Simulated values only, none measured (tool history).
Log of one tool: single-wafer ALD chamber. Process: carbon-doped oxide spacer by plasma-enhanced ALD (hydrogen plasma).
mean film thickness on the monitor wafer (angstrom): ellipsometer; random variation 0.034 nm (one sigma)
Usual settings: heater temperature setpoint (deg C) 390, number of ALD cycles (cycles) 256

run     day  heater temperature setpoint (deg C)  number of ALD cycles (cycles)  wafers since the last listed run  hours since the last thermocouple change  hours since the gauge calibration  read-back reference wafer on the same gauge, thickness_nm  mean film thickness on the monitor wafer (angstrom)
  1   0.000                                  390                            256                                 0                                    1647.1                              159.7                                                     13.275                                               133.67
  2   0.550                                  390                            256                                26                                    1660.3                              172.9                                                     13.264                                               133.97
  3   1.104                                  390                            256                                26                                    1673.6                              186.2                                                     13.276                                               133.86
  4   2.596                                  390                            256                                72                                    1709.4                              222.0                                                     13.271                                               134.44
  5   3.350                                  390                            256                                36                                    1727.5                              240.1                                                     13.257                                               134.07
  6   4.225                                  390                            240                                42                                    1748.5                              261.1                                                     13.247                                               125.23
  7   8.262                                  390                            240                               196                                    1845.4                              358.0                                                     13.230                                               124.80
  8   9.675                                  390                            240                                68                                    1879.3                              391.9                                                     13.211                                               125.47
  9  10.888                                  390                            292                                58                                    1908.4                              421.0                                                     13.194                                               151.99
 10  12.158                                  390                            256                                61                                    1938.9                              451.5                                                     13.175                                               133.15
 11  12.912                                  390                            217                                36                                    1957.0                              469.6                                                     13.174                                               113.24
 12  14.350                                  390                            217                                69                                    1991.5                              504.1                                                     13.141                                               112.77
 13  15.579                                  390                            256                                59                                    2021.0                              533.6                                                     13.128                                               132.72
 14  16.538                                  390                            256                                46                                    2044.0                              556.6                                                     13.130                                               132.40
 15  17.079                                  397                            216                                26                                    2057.0                              569.6                                                     13.120                                               111.29
 16  18.475                                  390                            240                                67                                    2090.5                              603.1                                                     13.085                                               124.45
 17  19.483                                  390                            285                                48                                    2114.7                              627.3                                                     13.086                                               146.92
 18  20.029                                  390                            256                                26                                    2127.8                              640.4                                                     13.065                                               131.57
 19  20.538                                  378                            231                                24                                    2140.0                              652.6                                                     13.062                                               119.06
     21.442  -- gauge calibrated
 20  21.567                                  402                            256                                49                                    2164.7                                3.0                                                     13.304                                               134.01
 21  23.029                                  383                            216                                71                                    2199.8                               38.1                                                     13.325                                               112.74
     23.746  -- thermocouple changed; heater temperature recalibrated
 22  24.512                                  394                            282                                55                                      18.4                               73.7                                                     13.299                                               148.51
 23  26.008                                  390                            256                                72                                      54.3                              109.6                                                     13.314                                               134.91
 24  26.538                                  394                            232                                25                                      67.0                              122.3                                                     13.307                                               121.55
 25  27.871                                  380                            256                                64                                      99.0                              154.3                                                     13.308                                               134.59
 26  28.592                                  390                            307                                35                                     116.3                              171.6                                                     13.297                                               160.56
 27  29.700                                  377                            230                                53                                     142.9                              198.2                                                     13.286                                               120.47

5 ways to go on from here, each from the tool as it stands after run 27. What would each give?
  A  29.733                                  390                            287                                 1                                     143.7                              199.0                                                          ?                                                    ?
  B  29.733                                  385                            216                                 1                                     143.7                              199.0                                                          ?                                                    ?
  C  29.733                                  399                            300                                 1                                     143.7                              199.0                                                          ?                                                    ?
  D  29.733                                  383                            302                                 1                                     143.7                              199.0                                                          ?                                                    ?
  E  29.733                                  403                            280                                 1                                     143.7                              199.0                                                          ?                                                    ?

run  read-back reference wafer on the same gauge, thickness_nm  mean film thickness on the monitor wafer (angstrom)
  A                                                     13.302                                               150.76
  B                                                     13.302                                               113.47
  C                                                     13.302                                               157.59
  D                                                     13.302                                               158.64
  E                                                     13.302                                               145.84
Without the tool's hidden state the same runs would have given:
run  mean film thickness on the monitor wafer (angstrom)
  A                                               150.82
  B                                               113.51
  C                                               157.65
  D                                               158.70
  E                                               145.89
